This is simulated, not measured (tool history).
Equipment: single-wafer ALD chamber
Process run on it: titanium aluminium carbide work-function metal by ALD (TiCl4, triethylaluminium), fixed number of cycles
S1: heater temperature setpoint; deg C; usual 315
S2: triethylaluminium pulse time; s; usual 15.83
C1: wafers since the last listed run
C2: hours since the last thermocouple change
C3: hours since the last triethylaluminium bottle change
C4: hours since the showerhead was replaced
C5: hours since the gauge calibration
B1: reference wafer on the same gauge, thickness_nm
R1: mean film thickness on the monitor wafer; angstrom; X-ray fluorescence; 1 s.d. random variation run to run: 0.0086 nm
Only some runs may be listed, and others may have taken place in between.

Run 1, day 0.000: usual settings but S2 19.66 s; C1 0; C2 2030.9; C3 1592.2; C4 5848.0; C5 319.6; B1 2.450. Result: R1 20.43 angstrom.
Run 2, day 0.775: usual settings but S1 305 deg C, S2 20.21 s; C1 251; C2 2049.5; C3 1610.8; C4 5866.6; C5 338.2; B1 2.449. Result: R1 19.61 angstrom.
Run 3, day 2.817: usual settings but S1 305 deg C, S2 20.21 s; C1 663; C2 2098.5; C3 1659.8; C4 5915.6; C5 387.2; B1 2.449. Result: R1 19.50 angstrom.
Run 4, day 4.092: usual settings; C1 414; C2 2129.1; C3 1690.4; C4 5946.2; C5 417.8; B1 2.451. Result: R1 20.03 angstrom.
Run 5, day 4.996: usual settings; C1 293; C2 2150.8; C3 1712.1; C4 5967.9; C5 439.5; B1 2.449. Result: R1 19.84 angstrom.
Run 6, day 5.971: usual settings but S1 324 deg C; C1 316; C2 2174.2; C3 1735.5; C4 5991.3; C5 462.9; B1 2.448. Result: R1 20.62 angstrom.
At day 7.054: triethylaluminium bottle replaced.
Run 7, day 7.354: usual settings but S1 324 deg C; C1 341; C2 2207.4; C3 7.2; C4 6024.5; C5 496.1; B1 2.452. Result: R1 21.65 angstrom.
Run 8, day 8.700: usual settings; C1 437; C2 2239.7; C3 39.5; C4 6056.8; C5 528.4; B1 2.448. Result: R1 20.77 angstrom.
Run 9, day 9.962: usual settings but S1 303 deg C, S2 21.87 s; C1 410; C2 2270.0; C3 69.8; C4 6087.1; C5 558.7; B1 2.453. Result: R1 19.84 angstrom.
Run 10, day 11.079: usual settings; C1 362; C2 2296.8; C3 96.6; C4 6113.9; C5 585.5; B1 2.453. Result: R1 20.85 angstrom.
Run 11, day 12.012: usual settings; C1 303; C2 2319.2; C3 119.0; C4 6136.3; C5 607.9; B1 2.446. Result: R1 20.78 angstrom.
At day 12.929: showerhead replaced.
Run 12, day 13.300: usual settings but S2 12.45 s; C1 309; C2 2350.1; C3 149.9; C4 8.9; C5 638.8; B1 2.451. Result: R1 20.52 angstrom.
Run 13, day 14.000: usual settings but S1 305 deg C, S2 20.21 s; C1 227; C2 2366.9; C3 166.7; C4 25.7; C5 655.6; B1 2.451. Result: R1 19.90 angstrom.
Run 14, day 14.658: usual settings but S1 305 deg C, S2 21.47 s; C1 213; C2 2382.7; C3 182.5; C4 41.5; C5 671.4; B1 2.448. Result: R1 19.95 angstrom.
Run 15, day 15.167: usual settings; C1 165; C2 2394.9; C3 194.7; C4 53.7; C5 683.6; B1 2.449. Result: R1 20.78 angstrom.
Run 16, day 15.775: usual settings but S1 327 deg C, S2 11.39 s; C1 197; C2 2409.5; C3 209.3; C4 68.3; C5 698.2; B1 2.451. Result: R1 21.12 angstrom.
Run 17, day 16.679: usual settings but S1 324 deg C, S2 18.27 s; C1 293; C2 2431.2; C3 231.0; C4 90.0; C5 719.9; B1 2.453. Result: R1 21.55 angstrom.
Run 18, day 17.762: usual settings but S1 309 deg C, S2 12.58 s; C1 351; C2 2457.2; C3 257.0; C4 116.0; C5 745.9; B1 2.447. Result: R1 19.73 angstrom.
At day 18.917: gauge calibrated.
Run 19, day 19.071: usual settings but S1 323 deg C, S2 13.66 s; C1 424; C2 2488.6; C3 288.4; C4 147.4; C5 3.7; B1 2.453. Result: R1 21.09 angstrom.
Run 20, day 19.696: usual settings but S2 9.92 s; C1 202; C2 2503.6; C3 303.4; C4 162.4; C5 18.7; B1 2.451. Result: R1 19.43 angstrom.
Run 21, day 21.525: usual settings but S2 12.84 s; C1 594; C2 2547.5; C3 347.3; C4 206.3; C5 62.6; B1 2.450. Result: R1 20.27 angstrom.
Run 22, day 22.433: usual settings; C1 295; C2 2569.3; C3 369.1; C4 228.1; C5 84.4; B1 2.448. Result: R1 20.64 angstrom.
Run 23, day 23.217: usual settings; C1 254; C2 2588.1; C3 387.9; C4 246.9; C5 103.2; B1 2.451. Result: R1 20.55 angstrom.
Run 24, day 27.567: usual settings but S1 324 deg C, S2 10.76 s; C1 1412; C2 2692.5; C3 492.3; C4 351.3; C5 207.6; B1 2.451. Result: R1 20.25 angstrom.
At day 28.667: thermocouple changed; heater temperature recalibrated.
Run 25, day 28.688: usual settings but S1 308 deg C; C1 255; C2 0.5; C3 519.2; C4 378.2; C5 234.5; B1 2.453. Result: R1 19.76 angstrom.
Run 26, day 29.529: usual settings but S2 10.68 s; C1 273; C2 20.7; C3 539.4; C4 398.4; C5 254.7; B1 2.449. Result: R1 19.38 angstrom.
Run 27, day 30.279: usual settings but S1 301 deg C, S2 17.70 s; C1 243; C2 38.7; C3 557.4; C4 416.4; C5 272.7; B1 2.450. Result: R1 19.36 angstrom.
Run 28, day 31.483: usual settings but S1 320 deg C, S2 18.67 s; C1 391; C2 67.6; C3 586.3; C4 445.3; C5 301.6; B1 2.449. Result: R1 21.26 angstrom.
Run 29, day 32.342: usual settings but S1 301 deg C, S2 17.54 s; C1 278; C2 88.2; C3 606.9; C4 465.9; C5 322.2; B1 2.449. Result: R1 19.28 angstrom.
Run 30, day 33.675: usual settings but S2 18.60 s; C1 433; C2 120.2; C3 638.9; C4 497.9; C5 354.2; B1 2.452. Result: R1 20.68 angstrom.
Run 31, day 37.879: usual settings but S1 300 deg C, S2 19.87 s; C1 1365; C2 221.1; C3 739.8; C4 598.8; C5 455.1; B1 2.448. Result: R1 19.30 angstrom.
Run 32, day 39.354: usual settings but S2 19.66 s; C1 479; C2 256.5; C3 775.2; C4 634.2; C5 490.5; B1 2.450. Result: R1 20.87 angstrom.
Run 33, day 40.675: usual settings but S1 310 deg C, S2 21.64 s; C1 428; C2 288.2; C3 806.9; C4 665.9; C5 522.2; B1 2.451. Result: R1 20.30 angstrom.

Branching from run 33: 4 alternative next runs. What would each branch give?
Run A, day 40.692: usual settings but S1 329 deg C; C1 5; C2 288.6; C3 807.3; C4 666.3; C5 522.6; B1 ?. Result: R1 ?.
Run B, day 40.692: usual settings but S1 306 deg C, S2 13.23 s; C1 5; C2 288.6; C3 807.3; C4 666.3; C5 522.6; B1 ?. Result: R1 ?.
Run C, day 40.692: usual settings but S1 306 deg C, S2 13.92 s; C1 5; C2 288.6; C3 807.3; C4 666.3; C5 522.6; B1 ?. Result: R1 ?.
Run D, day 40.692: usual settings but S1 308 deg C, S2 12.55 s; C1 5; C2 288.6; C3 807.3; C4 666.3; C5 522.6; B1 ?. Result: R1 ?.

run     B1     R1
  A  2.452  21.67
  B  2.452  19.12
  C  2.452  19.26
  D  2.452  19.13
What these runs would have given with no unlogged condition in the tool:
run     R1
  A  22.07
  B  19.76
  C  19.81
  D  19.88
